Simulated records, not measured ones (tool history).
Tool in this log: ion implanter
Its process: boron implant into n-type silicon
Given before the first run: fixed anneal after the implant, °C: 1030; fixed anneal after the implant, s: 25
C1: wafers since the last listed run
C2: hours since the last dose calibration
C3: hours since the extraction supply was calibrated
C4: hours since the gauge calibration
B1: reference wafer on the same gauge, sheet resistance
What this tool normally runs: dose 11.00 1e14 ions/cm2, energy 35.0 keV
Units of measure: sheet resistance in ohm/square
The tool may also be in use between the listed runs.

run 1 hour=0.0 | dose=12.60 energy=35.0 | C1=0 C2=267.8 C3=4218.4 C4=519.8 | B1=82.30 | sheet_resistance=86.98
run 2 hour=56.7 | dose=11.00 energy=35.0 | C1=749 C2=324.5 C3=4275.1 C4=576.5 | B1=82.28 | sheet_resistance=97.92
run 3 hour=103.2 | dose=11.00 energy=35.0 | C1=614 C2=371.0 C3=4321.6 C4=623.0 | B1=82.30 | sheet_resistance=98.02
run 4 hour=151.7 | dose=11.00 energy=35.0 | C1=641 C2=419.5 C3=4370.1 C4=671.5 | B1=82.32 | sheet_resistance=97.89
run 5 hour=198.3 | dose=11.00 energy=35.0 | C1=616 C2=466.1 C3=4416.7 C4=718.1 | B1=82.29 | sheet_resistance=98.23
run 6 hour=233.4 | dose=11.00 energy=35.0 | C1=463 C2=501.2 C3=4451.8 C4=753.2 | B1=82.29 | sheet_resistance=98.33
run 7 hour=305.3 | dose=11.00 energy=35.0 | C1=950 C2=573.1 C3=4523.7 C4=825.1 | B1=82.31 | sheet_resistance=98.01
run 8 hour=345.8 | dose=8.08 energy=42.0 | C1=535 C2=613.6 C3=4564.2 C4=865.6 | B1=82.31 | sheet_resistance=124.87
-- hour=371.2 extraction supply calibrated
run 9 hour=417.6 | dose=12.92 energy=30.5 | C1=843 C2=685.4 C3=46.4 C4=937.4 | B1=82.28 | sheet_resistance=86.72
-- hour=437.2 gauge calibrated
-- hour=573.5 Faraday cup replaced and dose calibrated
run 10 hour=593.8 | dose=9.81 energy=35.0 | C1=2223 C2=20.3 C3=222.6 C4=156.6 | B1=82.30 | sheet_resistance=107.04
run 11 hour=631.7 | dose=9.56 energy=30.5 | C1=501 C2=58.2 C3=260.5 C4=194.5 | B1=82.30 | sheet_resistance=110.52
run 12 hour=695.6 | dose=11.00 energy=35.0 | C1=844 C2=122.1 C3=324.4 C4=258.4 | B1=82.29 | sheet_resistance=97.28
run 13 hour=750.4 | dose=11.00 energy=31.0 | C1=724 C2=176.9 C3=379.2 C4=313.2 | B1=82.31 | sheet_resistance=98.20
run 14 hour=790.0 | dose=9.56 energy=30.5 | C1=523 C2=216.5 C3=418.8 C4=352.8 | B1=82.30 | sheet_resistance=110.70

Difference, measured minus no-hidden-state, one row per run. Run-to-run variation is common to both terms; the gauge's own scatter need not be:
The hidden state here: deviation of the true dose from the Faraday cup's reading, %; deviation of the true energy from its setpoint, %; gauge reads high (%).
run=1 sheet_resistance=+0.42
run=2 sheet_resistance=+0.59
run=3 sheet_resistance=+0.69
run=4 sheet_resistance=+0.79
run=5 sheet_resistance=+0.90
run=6 sheet_resistance=+0.97
run=7 sheet_resistance=+1.13
run=8 sheet_resistance=+1.49
run=9 sheet_resistance=+1.23
run=10 sheet_resistance=+0.11
run=11 sheet_resistance=+0.20
run=12 sheet_resistance=+0.31
run=13 sheet_resistance=+0.44
run=14 sheet_resistance=+0.59

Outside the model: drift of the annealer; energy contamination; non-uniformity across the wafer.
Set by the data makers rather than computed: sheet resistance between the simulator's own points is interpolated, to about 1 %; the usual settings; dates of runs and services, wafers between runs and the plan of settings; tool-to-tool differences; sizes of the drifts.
